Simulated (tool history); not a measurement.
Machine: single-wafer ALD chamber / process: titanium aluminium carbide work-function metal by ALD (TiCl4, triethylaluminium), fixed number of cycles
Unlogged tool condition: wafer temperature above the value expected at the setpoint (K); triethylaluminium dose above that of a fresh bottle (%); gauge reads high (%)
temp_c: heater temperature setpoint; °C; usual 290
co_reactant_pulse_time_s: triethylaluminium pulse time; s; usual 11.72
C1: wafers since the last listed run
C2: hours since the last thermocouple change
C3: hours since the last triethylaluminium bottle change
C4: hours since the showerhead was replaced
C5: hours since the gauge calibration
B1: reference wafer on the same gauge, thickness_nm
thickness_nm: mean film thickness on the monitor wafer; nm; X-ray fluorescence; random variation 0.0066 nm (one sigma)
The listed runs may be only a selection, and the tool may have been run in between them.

run 1 day=0 | temp_c=290 co_reactant_pulse_time_s=11.72 | C1=0 C2=2930.3 C3=863.1 C4=5155.4 C5=492.4 | B1=2.273 | thickness_nm=1.922
run 2 day=0.675 | temp_c=301 co_reactant_pulse_time_s=11.72 | C1=120 C2=2946.5 C3=879.3 C4=5171.6 C5=508.6 | B1=2.266 | thickness_nm=2.044
run 3 day=1.404 | temp_c=301 co_reactant_pulse_time_s=11.72 | C1=130 C2=2964 C3=896.8 C4=5189.1 C5=526.1 | B1=2.27 | thickness_nm=2.02
run 4 day=1.762 | temp_c=290 co_reactant_pulse_time_s=11.72 | C1=63 C2=2972.6 C3=905.4 C4=5197.7 C5=534.7 | B1=2.268 | thickness_nm=1.915
-- day=2.329 showerhead replaced
run 5 day=2.35 | temp_c=297 co_reactant_pulse_time_s=11.72 | C1=45 C2=2986.7 C3=919.5 C4=0.5 C5=548.8 | B1=2.271 | thickness_nm=1.991
run 6 day=2.658 | temp_c=290 co_reactant_pulse_time_s=11.72 | C1=55 C2=2994.1 C3=926.9 C4=7.9 C5=556.2 | B1=2.269 | thickness_nm=1.913
run 7 day=3.35 | temp_c=290 co_reactant_pulse_time_s=11.72 | C1=123 C2=3010.7 C3=943.5 C4=24.5 C5=572.8 | B1=2.269 | thickness_nm=1.908
run 8 day=4.083 | temp_c=290 co_reactant_pulse_time_s=11.72 | C1=130 C2=3028.3 C3=961.1 C4=42.1 C5=590.4 | B1=2.267 | thickness_nm=1.909
run 9 day=4.35 | temp_c=290 co_reactant_pulse_time_s=11.72 | C1=47 C2=3034.7 C3=967.5 C4=48.5 C5=596.8 | B1=2.27 | thickness_nm=1.906
run 10 day=4.912 | temp_c=290 co_reactant_pulse_time_s=11.72 | C1=100 C2=3048.2 C3=981 C4=62 C5=610.3 | B1=2.269 | thickness_nm=1.9
run 11 day=5.617 | temp_c=283 co_reactant_pulse_time_s=9.48 | C1=125 C2=3065.1 C3=997.9 C4=78.9 C5=627.2 | B1=2.273 | thickness_nm=1.767
-- day=6.204 triethylaluminium bottle replaced
-- day=6.512 thermocouple changed; heater temperature recalibrated
run 12 day=6.533 | temp_c=290 co_reactant_pulse_time_s=11.72 | C1=49 C2=0.5 C3=7.9 C4=100.9 C5=649.2 | B1=2.271 | thickness_nm=1.977
run 13 day=6.546 | temp_c=285 co_reactant_pulse_time_s=11.72 | C1=2 C2=0.8 C3=8.2 C4=101.2 C5=649.5 | B1=2.269 | thickness_nm=1.92
run 14 day=6.846 | temp_c=290 co_reactant_pulse_time_s=8.26 | C1=53 C2=8 C3=15.4 C4=108.4 C5=656.7 | B1=2.267 | thickness_nm=1.924
-- day=7.558 gauge calibrated
run 15 day=7.579 | temp_c=290 co_reactant_pulse_time_s=11.72 | C1=130 C2=25.6 C3=33 C4=126 C5=0.5 | B1=2.27 | thickness_nm=1.973
run 16 day=8.204 | temp_c=276 co_reactant_pulse_time_s=13.04 | C1=111 C2=40.6 C3=48 C4=141 C5=15.5 | B1=2.27 | thickness_nm=1.853
run 17 day=8.517 | temp_c=302 co_reactant_pulse_time_s=8.75 | C1=55 C2=48.1 C3=55.5 C4=148.5 C5=23 | B1=2.272 | thickness_nm=2.045
run 18 day=9.229 | temp_c=290 co_reactant_pulse_time_s=11.72 | C1=127 C2=65.2 C3=72.6 C4=165.6 C5=40.1 | B1=2.267 | thickness_nm=1.991
run 19 day=9.588 | temp_c=296 co_reactant_pulse_time_s=16.31 | C1=63 C2=73.8 C3=81.2 C4=174.2 C5=48.7 | B1=2.268 | thickness_nm=2.056
run 20 day=9.854 | temp_c=304 co_reactant_pulse_time_s=7.54 | C1=47 C2=80.2 C3=87.6 C4=180.6 C5=55.1 | B1=2.271 | thickness_nm=2.035
run 21 day=10.233 | temp_c=283 co_reactant_pulse_time_s=10.11 | C1=67 C2=89.3 C3=96.7 C4=189.7 C5=64.2 | B1=2.267 | thickness_nm=1.885
run 22 day=10.575 | temp_c=297 co_reactant_pulse_time_s=10.07 | C1=60 C2=97.5 C3=104.9 C4=197.9 C5=72.4 | B1=2.27 | thickness_nm=2.024
run 23 day=10.962 | temp_c=298 co_reactant_pulse_time_s=7.91 | C1=69 C2=106.8 C3=114.2 C4=207.2 C5=81.7 | B1=2.27 | thickness_nm=1.988
run 24 day=11.462 | temp_c=296 co_reactant_pulse_time_s=16.31 | C1=89 C2=118.8 C3=126.2 C4=219.2 C5=93.7 | B1=2.272 | thickness_nm=2.074
run 25 day=12.154 | temp_c=290 co_reactant_pulse_time_s=11.72 | C1=123 C2=135.4 C3=142.8 C4=235.8 C5=110.3 | B1=2.27 | thickness_nm=1.963
run 26 day=12.883 | temp_c=295 co_reactant_pulse_time_s=9.85 | C1=130 C2=152.9 C3=160.3 C4=253.3 C5=127.8 | B1=2.27 | thickness_nm=1.984
run 27 day=13.421 | temp_c=290 co_reactant_pulse_time_s=8.26 | C1=95 C2=165.8 C3=173.2 C4=266.2 C5=140.7 | B1=2.267 | thickness_nm=1.907
run 28 day=14.05 | temp_c=290 co_reactant_pulse_time_s=7.12 | C1=112 C2=180.9 C3=188.3 C4=281.3 C5=155.8 | B1=2.273 | thickness_nm=1.892
run 29 day=14.521 | temp_c=295 co_reactant_pulse_time_s=12.97 | C1=84 C2=192.2 C3=199.6 C4=292.6 C5=167.1 | B1=2.271 | thickness_nm=2.038
run 30 day=14.879 | temp_c=301 co_reactant_pulse_time_s=12.93 | C1=63 C2=200.8 C3=208.2 C4=301.2 C5=175.7 | B1=2.268 | thickness_nm=2.094
run 31 day=15.433 | temp_c=279 co_reactant_pulse_time_s=8.68 | C1=98 C2=214.1 C3=221.5 C4=314.5 C5=189 | B1=2.269 | thickness_nm=1.81
run 32 day=15.992 | temp_c=290 co_reactant_pulse_time_s=11.72 | C1=99 C2=227.5 C3=234.9 C4=327.9 C5=202.4 | B1=2.271 | thickness_nm=1.966

5 ways to go on from here, each from the tool as it stands after run 32. What would each give?
run A day=16.008 | temp_c=290 co_reactant_pulse_time_s=9.71 | C1=2 C2=227.9 C3=235.3 C4=328.3 C5=202.8 | B1=? | thickness_nm=?
run B day=16.008 | temp_c=286 co_reactant_pulse_time_s=8.6 | C1=2 C2=227.9 C3=235.3 C4=328.3 C5=202.8 | B1=? | thickness_nm=?
run C day=16.008 | temp_c=301 co_reactant_pulse_time_s=12.98 | C1=2 C2=227.9 C3=235.3 C4=328.3 C5=202.8 | B1=? | thickness_nm=?
run D day=16.008 | temp_c=283 co_reactant_pulse_time_s=14.91 | C1=2 C2=227.9 C3=235.3 C4=328.3 C5=202.8 | B1=? | thickness_nm=?
run E day=16.008 | temp_c=280 co_reactant_pulse_time_s=8.85 | C1=2 C2=227.9 C3=235.3 C4=328.3 C5=202.8 | B1=? | thickness_nm=?

run=A B1=2.27 thickness_nm=1.948
run=B B1=2.27 thickness_nm=1.885
run=C B1=2.27 thickness_nm=2.1
run=D B1=2.27 thickness_nm=1.927
run=E B1=2.27 thickness_nm=1.832
Take away the tool's hidden state, keep each run's random variation, and the runs would have read:
run=A thickness_nm=1.955
run=B thickness_nm=1.895
run=C thickness_nm=2.104
run=D thickness_nm=1.93
run=E thickness_nm=1.841
